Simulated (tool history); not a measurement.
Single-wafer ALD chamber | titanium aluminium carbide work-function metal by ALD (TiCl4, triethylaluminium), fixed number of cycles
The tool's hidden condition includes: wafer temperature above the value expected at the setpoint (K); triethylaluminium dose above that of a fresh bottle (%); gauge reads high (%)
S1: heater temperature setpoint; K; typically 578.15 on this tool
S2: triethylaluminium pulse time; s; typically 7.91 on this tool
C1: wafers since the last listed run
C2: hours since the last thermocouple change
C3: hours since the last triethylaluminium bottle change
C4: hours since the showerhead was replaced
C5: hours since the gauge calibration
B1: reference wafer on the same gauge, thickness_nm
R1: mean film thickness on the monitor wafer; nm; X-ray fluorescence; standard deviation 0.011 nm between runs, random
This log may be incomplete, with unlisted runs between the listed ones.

Run 1, day 0.000: usual settings; C1 0; C2 2061.0; C3 475.2; C4 6383.1; C5 122.4; B1 1.749. Result: R1 1.885 nm.
Run 2, day 0.271: usual settings; C1 79; C2 2067.5; C3 481.7; C4 6389.6; C5 128.9; B1 1.747. Result: R1 1.871 nm.
Run 3, day 0.917: usual settings; C1 189; C2 2083.0; C3 497.2; C4 6405.1; C5 144.4; B1 1.748. Result: R1 1.884 nm.
Run 4, day 1.554: usual settings; C1 187; C2 2098.3; C3 512.5; C4 6420.4; C5 159.7; B1 1.751. Result: R1 1.878 nm.
Run 5, day 2.150: usual settings; C1 174; C2 2112.6; C3 526.8; C4 6434.7; C5 174.0; B1 1.748. Result: R1 1.884 nm.
At day 2.296: gauge calibrated.
Run 6, day 2.575: usual settings; C1 124; C2 2122.8; C3 537.0; C4 6444.9; C5 6.7; B1 1.753. Result: R1 1.866 nm.
Run 7, day 2.888: usual settings; C1 91; C2 2130.3; C3 544.5; C4 6452.4; C5 14.2; B1 1.750. Result: R1 1.889 nm.
Run 8, day 3.354: usual settings; C1 137; C2 2141.5; C3 555.7; C4 6463.6; C5 25.4; B1 1.755. Result: R1 1.886 nm.
At day 3.962: triethylaluminium bottle replaced.
Run 9, day 3.983: usual settings; C1 86; C2 2156.6; C3 0.5; C4 6478.7; C5 40.5; B1 1.748. Result: R1 2.023 nm.
Run 10, day 4.554: usual settings; C1 167; C2 2170.3; C3 14.2; C4 6492.4; C5 54.2; B1 1.753. Result: R1 2.020 nm.
Run 11, day 4.829: usual settings; C1 80; C2 2176.9; C3 20.8; C4 6499.0; C5 60.8; B1 1.745. Result: R1 2.004 nm.
Run 12, day 5.233: usual settings but S1 568.15 K, S2 6.24 s; C1 118; C2 2186.6; C3 30.5; C4 6508.7; C5 70.5; B1 1.751. Result: R1 1.851 nm.
At day 5.879: showerhead replaced.
Run 13, day 5.929: usual settings but S1 568.15 K, S2 6.24 s; C1 106; C2 2203.3; C3 47.2; C4 1.2; C5 87.2; B1 1.745. Result: R1 1.827 nm.
Run 14, day 6.288: usual settings but S1 566.15 K, S2 6.59 s; C1 105; C2 2211.9; C3 55.8; C4 9.8; C5 95.8; B1 1.751. Result: R1 1.826 nm.
At day 7.329: thermocouple changed; heater temperature recalibrated.
Run 15, day 7.350: usual settings; C1 214; C2 0.5; C3 81.3; C4 35.3; C5 121.3; B1 1.752. Result: R1 1.980 nm.
Run 16, day 7.396: usual settings but S1 573.15 K, S2 10.62 s; C1 13; C2 1.6; C3 82.4; C4 36.4; C5 122.4; B1 1.747. Result: R1 1.984 nm.
Run 17, day 7.838: usual settings but S1 587.15 K, S2 4.79 s; C1 129; C2 12.2; C3 93.0; C4 47.0; C5 133.0; B1 1.747. Result: R1 1.898 nm.
Run 18, day 8.508: usual settings but S1 565.15 K, S2 6.55 s; C1 196; C2 28.3; C3 109.1; C4 63.1; C5 149.1; B1 1.749. Result: R1 1.798 nm.
Run 19, day 8.983: usual settings; C1 139; C2 39.7; C3 120.5; C4 74.5; C5 160.5; B1 1.750. Result: R1 1.973 nm.
At day 9.083: gauge calibrated.
Run 20, day 9.296: usual settings but S1 590.15 K, S2 5.15 s; C1 91; C2 47.2; C3 128.0; C4 82.0; C5 5.1; B1 1.754. Result: R1 1.926 nm.
Run 21, day 9.958: usual settings but S1 583.15 K, S2 5.90 s; C1 194; C2 63.1; C3 143.9; C4 97.9; C5 21.0; B1 1.749. Result: R1 1.888 nm.
Run 22, day 10.354: usual settings but S1 583.15 K, S2 5.69 s; C1 116; C2 72.6; C3 153.4; C4 107.4; C5 30.5; B1 1.751. Result: R1 1.901 nm.
Run 23, day 10.696: usual settings but S1 574.15 K, S2 10.58 s; C1 100; C2 80.8; C3 161.6; C4 115.6; C5 38.7; B1 1.752. Result: R1 2.007 nm.
Run 24, day 11.279: usual settings but S1 574.15 K, S2 4.82 s; C1 171; C2 94.8; C3 175.6; C4 129.6; C5 52.7; B1 1.750. Result: R1 1.748 nm.
Run 25, day 11.588: usual settings; C1 90; C2 102.2; C3 183.0; C4 137.0; C5 60.1; B1 1.750. Result: R1 1.935 nm.
Run 26, day 11.979: usual settings but S1 567.15 K, S2 10.52 s; C1 115; C2 111.6; C3 192.4; C4 146.4; C5 69.5; B1 1.752. Result: R1 1.931 nm.

What if the next run were any one of these 5? Each begins from the tool's condition after run 26:
Run A, day 11.996: usual settings but S1 585.15 K; C1 4; C2 112.0; C3 192.8; C4 146.8; C5 69.9; B1 ?. Result: R1 ?.
Run B, day 11.996: usual settings but S2 6.96 s; C1 4; C2 112.0; C3 192.8; C4 146.8; C5 69.9; B1 ?. Result: R1 ?.
Run C, day 11.996: usual settings but S1 583.15 K, S2 10.29 s; C1 4; C2 112.0; C3 192.8; C4 146.8; C5 69.9; B1 ?. Result: R1 ?.
Run D, day 11.996: usual settings but S1 573.15 K; C1 4; C2 112.0; C3 192.8; C4 146.8; C5 69.9; B1 ?. Result: R1 ?.
Run E, day 11.996: usual settings but S1 569.15 K; C1 4; C2 112.0; C3 192.8; C4 146.8; C5 69.9; B1 ?. Result: R1 ?.

run     B1     R1
  A  1.750  2.018
  B  1.750  1.909
  C  1.750  2.079
  D  1.750  1.904
  E  1.750  1.866
With the hidden condition removed and each run's random variation left untouched, the same runs would have given:
run     R1
  A  2.097
  B  1.995
  C  2.137
  D  1.979
  E  1.940
